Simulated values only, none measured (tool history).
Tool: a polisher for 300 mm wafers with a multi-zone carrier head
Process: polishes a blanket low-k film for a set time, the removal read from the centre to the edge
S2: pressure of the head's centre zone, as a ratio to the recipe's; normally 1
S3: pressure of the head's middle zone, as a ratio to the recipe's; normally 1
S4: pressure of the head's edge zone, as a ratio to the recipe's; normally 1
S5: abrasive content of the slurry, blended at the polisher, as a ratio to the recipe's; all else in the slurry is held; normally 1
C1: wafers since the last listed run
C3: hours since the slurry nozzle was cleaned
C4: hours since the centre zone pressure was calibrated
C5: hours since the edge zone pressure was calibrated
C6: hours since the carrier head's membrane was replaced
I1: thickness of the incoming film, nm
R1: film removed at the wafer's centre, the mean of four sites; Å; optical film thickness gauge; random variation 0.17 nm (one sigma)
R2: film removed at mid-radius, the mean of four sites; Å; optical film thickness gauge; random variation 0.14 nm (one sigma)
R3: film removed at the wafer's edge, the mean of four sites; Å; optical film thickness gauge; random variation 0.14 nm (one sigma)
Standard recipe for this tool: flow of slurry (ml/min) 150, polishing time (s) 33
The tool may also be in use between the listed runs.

run 1 hour=0 | flow_of_slurry_(ml/min)=150 S2=1 S3=1 S4=1.05 S5=1.1 polishing_time_(s)=33 | C1=0 wafers_polished_on_this_pad=63 C3=163.9 C4=233.8 C5=99.1 C6=588.2 | I1=481.1 | R1=151 R2=150 R3=147
run 2 hour=12.8 | flow_of_slurry_(ml/min)=150 S2=1 S3=1 S4=1 S5=1.15 polishing_time_(s)=24 | C1=83 wafers_polished_on_this_pad=147 C3=176.7 C4=246.6 C5=111.9 C6=601 | I1=488.8 | R1=109 R2=110 R3=107
run 3 hour=43.4 | flow_of_slurry_(ml/min)=150 S2=1 S3=1 S4=1 S5=1 polishing_time_(s)=33 | C1=200 wafers_polished_on_this_pad=347 C3=207.3 C4=277.2 C5=142.5 C6=631.6 | I1=482.3 | R1=143 R2=143 R3=139
run 4 hour=71.6 | flow_of_slurry_(ml/min)=105 S2=1 S3=1 S4=1 S5=1 polishing_time_(s)=30 | C1=184 wafers_polished_on_this_pad=532 C3=235.5 C4=305.4 C5=170.7 C6=659.8 | I1=474.7 | R1=119 R2=120 R3=119
-- hour=78.1 slurry nozzle cleaned
run 5 hour=107.3 | flow_of_slurry_(ml/min)=150 S2=1 S3=1 S4=1 S5=1 polishing_time_(s)=33 | C1=227 wafers_polished_on_this_pad=759 C3=29.2 C4=341.1 C5=206.4 C6=695.5 | I1=474.1 | R1=145 R2=143 R3=136
run 6 hour=131.2 | flow_of_slurry_(ml/min)=150 S2=1 S3=1 S4=1 S5=1 polishing_time_(s)=33 | C1=156 wafers_polished_on_this_pad=916 C3=53.1 C4=365 C5=230.3 C6=719.4 | I1=481.5 | R1=144 R2=142 R3=138
-- hour=142 carrier head's membrane replaced by a new one
run 7 hour=154.6 | flow_of_slurry_(ml/min)=150 S2=1 S3=1.06 S4=1 S5=0.9 polishing_time_(s)=33 | C1=120 wafers_polished_on_this_pad=1036 C3=76.5 C4=388.4 C5=253.7 C6=12.6 | I1=484.1 | R1=138 R2=143 R3=134
run 8 hour=179 | flow_of_slurry_(ml/min)=150 S2=0.95 S3=1 S4=1 S5=1 polishing_time_(s)=38 | C1=159 wafers_polished_on_this_pad=1196 C3=100.9 C4=412.8 C5=278.1 C6=37 | I1=483.6 | R1=160 R2=163 R3=155
run 9 hour=200.4 | flow_of_slurry_(ml/min)=150 S2=1 S3=1 S4=1 S5=1 polishing_time_(s)=33 | C1=140 wafers_polished_on_this_pad=1337 C3=122.3 C4=434.2 C5=299.5 C6=58.4 | I1=484.9 | R1=147 R2=144 R3=138
run 10 hour=225 | flow_of_slurry_(ml/min)=150 S2=1 S3=1 S4=1 S5=1 polishing_time_(s)=33 | C1=161 wafers_polished_on_this_pad=1498 C3=146.9 C4=458.8 C5=324.1 C6=83 | I1=471.2 | R1=141 R2=143 R3=139
-- hour=248.6 worn pad replaced by a new one
run 11 hour=254.6 | flow_of_slurry_(ml/min)=150 S2=1 S3=1 S4=1 S5=1 polishing_time_(s)=33 | C1=167 wafers_polished_on_this_pad=39 C3=176.5 C4=488.4 C5=353.7 C6=112.6 | I1=475.7 | R1=147 R2=141 R3=138
run 12 hour=267.9 | flow_of_slurry_(ml/min)=150 S2=1 S3=1 S4=1 S5=1 polishing_time_(s)=33 | C1=87 wafers_polished_on_this_pad=126 C3=189.8 C4=501.7 C5=367 C6=125.9 | I1=486.1 | R1=148 R2=144 R3=138
-- hour=290.2 slurry nozzle cleaned
run 13 hour=301.4 | flow_of_slurry_(ml/min)=150 S2=1 S3=1 S4=0.97 S5=1 polishing_time_(s)=33 | C1=212 wafers_polished_on_this_pad=339 C3=11.2 C4=535.2 C5=400.5 C6=159.4 | I1=470.6 | R1=143 R2=142 R3=136
run 14 hour=324.6 | flow_of_slurry_(ml/min)=150 S2=1 S3=1 S4=1.04 S5=1 polishing_time_(s)=33 | C1=151 wafers_polished_on_this_pad=491 C3=34.4 C4=558.4 C5=423.7 C6=182.6 | I1=472.7 | R1=143 R2=141 R3=137
run 15 hour=357 | flow_of_slurry_(ml/min)=150 S2=1 S3=0.89 S4=1 S5=0.75 polishing_time_(s)=45 | C1=212 wafers_polished_on_this_pad=703 C3=66.8 C4=590.8 C5=456.1 C6=215 | I1=474.3 | R1=168 R2=154 R3=165
run 16 hour=373.3 | flow_of_slurry_(ml/min)=195 S2=1.11 S3=1 S4=1 S5=1 polishing_time_(s)=33 | C1=106 wafers_polished_on_this_pad=810 C3=83.1 C4=607.1 C5=472.4 C6=231.3 | I1=478.9 | R1=165 R2=149 R3=144
run 17 hour=394 | flow_of_slurry_(ml/min)=150 S2=0.97 S3=1.06 S4=0.89 S5=1 polishing_time_(s)=33 | C1=135 wafers_polished_on_this_pad=945 C3=103.8 C4=627.8 C5=493.1 C6=252 | I1=479.1 | R1=139 R2=151 R3=130
run 18 hour=430.1 | flow_of_slurry_(ml/min)=190 S2=0.97 S3=1 S4=0.97 S5=1 polishing_time_(s)=33 | C1=236 wafers_polished_on_this_pad=1182 C3=139.9 C4=663.9 C5=529.2 C6=288.1 | I1=483.7 | R1=145 R2=151 R3=143
run 19 hour=494.5 | flow_of_slurry_(ml/min)=150 S2=1 S3=1 S4=0.96 S5=1.2 polishing_time_(s)=33 | C1=421 wafers_polished_on_this_pad=1604 C3=204.3 C4=728.3 C5=593.6 C6=352.5 | I1=479.2 | R1=153 R2=155 R3=147
-- hour=518.6 worn pad replaced by a new one
run 20 hour=519.1 | flow_of_slurry_(ml/min)=175 S2=1 S3=1 S4=1 S5=1 polishing_time_(s)=42 | C1=134 wafers_polished_on_this_pad=3 C3=228.9 C4=752.9 C5=618.2 C6=377.1 | I1=478.3 | R1=191 R2=184 R3=182
-- hour=525.2 slurry nozzle cleaned
run 21 hour=536.2 | flow_of_slurry_(ml/min)=120 S2=1 S3=0.94 S4=1 S5=1.2 polishing_time_(s)=36 | C1=105 wafers_polished_on_this_pad=108 C3=11 C4=770 C5=635.3 C6=394.2 | I1=480.3 | R1=161 R2=150 R3=157
run 22 hour=562.6 | flow_of_slurry_(ml/min)=150 S2=1 S3=1 S4=1 S5=1 polishing_time_(s)=33 | C1=172 wafers_polished_on_this_pad=281 C3=37.4 C4=796.4 C5=661.7 C6=420.6 | I1=472.5 | R1=144 R2=141 R3=139

Predict each of these 4 candidate next runs independently; none follows another, all start after run 22:
run A hour=563 | flow_of_slurry_(ml/min)=150 S2=1 S3=0.95 S4=1 S5=1 polishing_time_(s)=33 | C1=2 wafers_polished_on_this_pad=284 C3=37.8 C4=796.8 C5=662.1 C6=421 | I1=487.4 | R1=? R2=? R3=?
run B hour=563 | flow_of_slurry_(ml/min)=150 S2=1 S3=1.11 S4=1 S5=1 polishing_time_(s)=33 | C1=2 wafers_polished_on_this_pad=284 C3=37.8 C4=796.8 C5=662.1 C6=421 | I1=487.4 | R1=? R2=? R3=?
run C hour=563 | flow_of_slurry_(ml/min)=110 S2=1 S3=0.95 S4=1 S5=1 polishing_time_(s)=33 | C1=2 wafers_polished_on_this_pad=284 C3=37.8 C4=796.8 C5=662.1 C6=421 | I1=487.4 | R1=? R2=? R3=?
run D hour=563 | flow_of_slurry_(ml/min)=150 S2=1 S3=0.93 S4=0.93 S5=1 polishing_time_(s)=33 | C1=2 wafers_polished_on_this_pad=284 C3=37.8 C4=796.8 C5=662.1 C6=421 | I1=487.4 | R1=? R2=? R3=?

run=A R1=142 R2=138 R3=138
run=B R1=143 R2=157 R3=137
run=C R1=132 R2=129 R3=131
run=D R1=142 R2=135 R3=133
What these runs would have given with no unlogged condition in the tool:
run=A R1=142 R2=138 R3=138
run=B R1=143 R2=157 R3=137
run=C R1=132 R2=129 R3=131
run=D R1=142 R2=135 R3=133
